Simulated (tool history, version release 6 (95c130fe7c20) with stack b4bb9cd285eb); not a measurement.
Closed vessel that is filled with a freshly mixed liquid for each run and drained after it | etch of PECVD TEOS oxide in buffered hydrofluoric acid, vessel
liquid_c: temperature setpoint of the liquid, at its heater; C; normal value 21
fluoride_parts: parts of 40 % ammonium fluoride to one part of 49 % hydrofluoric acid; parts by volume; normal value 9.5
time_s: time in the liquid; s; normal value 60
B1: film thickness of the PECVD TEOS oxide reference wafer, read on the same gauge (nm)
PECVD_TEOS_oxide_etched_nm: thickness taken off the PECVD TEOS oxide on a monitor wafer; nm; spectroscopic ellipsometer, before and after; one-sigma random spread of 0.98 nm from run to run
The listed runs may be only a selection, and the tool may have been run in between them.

Run 1, hour 0: usual settings but time_s 70 s; B1 79.98. Result: PECVD_TEOS_oxide_etched_nm 210.48 nm.
Run 2, hour 9.6: usual settings but time_s 70 s; B1 80. Result: PECVD_TEOS_oxide_etched_nm 211.87 nm.
Run 3, hour 21.1: usual settings; B1 80.02. Result: PECVD_TEOS_oxide_etched_nm 180.77 nm.
Run 4, hour 35.8: usual settings; B1 80.01. Result: PECVD_TEOS_oxide_etched_nm 180.84 nm.
Run 5, hour 52.9: usual settings but time_s 85 s; B1 79.97. Result: PECVD_TEOS_oxide_etched_nm 255.57 nm.
Run 6, hour 69.9: usual settings but time_s 85 s; B1 79.99. Result: PECVD_TEOS_oxide_etched_nm 255.76 nm.
Run 7, hour 86.4: usual settings but time_s 40 s; B1 79.99. Result: PECVD_TEOS_oxide_etched_nm 121.02 nm.
Run 8, hour 93.7: usual settings but time_s 40 s; B1 79.99. Result: PECVD_TEOS_oxide_etched_nm 119.12 nm.
Run 9, hour 101: usual settings; B1 80. Result: PECVD_TEOS_oxide_etched_nm 180.74 nm.
At hour 102.7: thermometer replaced.
Run 10, hour 112.4: usual settings; B1 79.99. Result: PECVD_TEOS_oxide_etched_nm 157.89 nm.
Run 11, hour 125.4: usual settings; B1 80.01. Result: PECVD_TEOS_oxide_etched_nm 157.65 nm.
Run 12, hour 133.7: usual settings; B1 80. Result: PECVD_TEOS_oxide_etched_nm 158.38 nm.
Run 13, hour 139.8: usual settings; B1 80. Result: PECVD_TEOS_oxide_etched_nm 157.82 nm.
Run 14, hour 146.8: usual settings but liquid_c 24 C, time_s 80 s; B1 80.01. Result: PECVD_TEOS_oxide_etched_nm 246.23 nm.
Run 15, hour 154.1: usual settings; B1 79.98. Result: PECVD_TEOS_oxide_etched_nm 158.59 nm.
Run 16, hour 163.6: usual settings but liquid_c 22.5 C; B1 80. Result: PECVD_TEOS_oxide_etched_nm 171.7 nm.
Run 17, hour 181.6: usual settings; B1 80. Result: PECVD_TEOS_oxide_etched_nm 160.36 nm.
Run 18, hour 190.8: usual settings but fluoride_parts 7 parts by volume; B1 80. Result: PECVD_TEOS_oxide_etched_nm 215.57 nm.
Run 19, hour 202.1: usual settings; B1 80. Result: PECVD_TEOS_oxide_etched_nm 158.99 nm.
Run 20, hour 216.3: usual settings; B1 79.98. Result: PECVD_TEOS_oxide_etched_nm 160.16 nm.
Run 21, hour 233.6: usual settings but liquid_c 19.5 C, fluoride_parts 12 parts by volume, time_s 50 s; B1 79.97. Result: PECVD_TEOS_oxide_etched_nm 98.79 nm.
Run 22, hour 241.5: usual settings; B1 80.01. Result: PECVD_TEOS_oxide_etched_nm 157.61 nm.
At hour 244.4: gauge calibrated.
Run 23, hour 251.6: usual settings but liquid_c 19.5 C, time_s 70 s; B1 80.01. Result: PECVD_TEOS_oxide_etched_nm 169.97 nm.
Run 24, hour 263.2: usual settings but liquid_c 17.5 C; B1 80.02. Result: PECVD_TEOS_oxide_etched_nm 129.97 nm.
At hour 268.9: hydrofluoric acid flow meter replaced.
Run 25, hour 273.1: usual settings but liquid_c 19.5 C; B1 80. Result: PECVD_TEOS_oxide_etched_nm 147.43 nm.
Run 26, hour 282: usual settings but fluoride_parts 8 parts by volume; B1 79.99. Result: PECVD_TEOS_oxide_etched_nm 185.23 nm.
Run 27, hour 288.1: usual settings but liquid_c 24 C, fluoride_parts 13.5 parts by volume, time_s 30 s; B1 79.98. Result: PECVD_TEOS_oxide_etched_nm 68.13 nm.
Run 28, hour 305.7: usual settings but liquid_c 24.5 C, fluoride_parts 13.5 parts by volume, time_s 75 s; B1 80. Result: PECVD_TEOS_oxide_etched_nm 172.41 nm.
Run 29, hour 317.8: usual settings but liquid_c 23 C, fluoride_parts 12 parts by volume, time_s 70 s; B1 80. Result: PECVD_TEOS_oxide_etched_nm 169.06 nm.
Run 30, hour 329.3: usual settings; B1 79.98. Result: PECVD_TEOS_oxide_etched_nm 159.41 nm.
Run 31, hour 345.5: usual settings but liquid_c 24.5 C, fluoride_parts 8 parts by volume, time_s 95 s; B1 80.01. Result: PECVD_TEOS_oxide_etched_nm 360.54 nm.
Run 32, hour 356.4: usual settings but liquid_c 25.5 C, time_s 35 s; B1 79.99. Result: PECVD_TEOS_oxide_etched_nm 118.29 nm.
Run 33, hour 365.6: usual settings but liquid_c 23 C, time_s 85 s; B1 80.02. Result: PECVD_TEOS_oxide_etched_nm 252.48 nm.
Run 34, hour 377.5: usual settings but liquid_c 23 C, fluoride_parts 13.5 parts by volume, time_s 35 s; B1 79.99. Result: PECVD_TEOS_oxide_etched_nm 75.32 nm.

3 ways to go on from here, each from the tool as it stands after run 34. What would each give?
Run A, hour 378.2: usual settings; B1 ?. Result: PECVD_TEOS_oxide_etched_nm ?.
Run B, hour 378.2: usual settings but fluoride_parts 13 parts by volume; B1 ?. Result: PECVD_TEOS_oxide_etched_nm ?.
Run C, hour 378.2: usual settings but liquid_c 18 C, fluoride_parts 11.5 parts by volume; B1 ?. Result: PECVD_TEOS_oxide_etched_nm ?.

run     B1  PECVD_TEOS_oxide_etched_nm
  A  80.01                      159.33
  B  80.01                       119.4
  C  80.01                      113.77
Take away the tool's hidden state, keep each run's random variation, and the runs would have read:
run  PECVD_TEOS_oxide_etched_nm
  A                      156.26
  B                       117.1
  C                      111.54
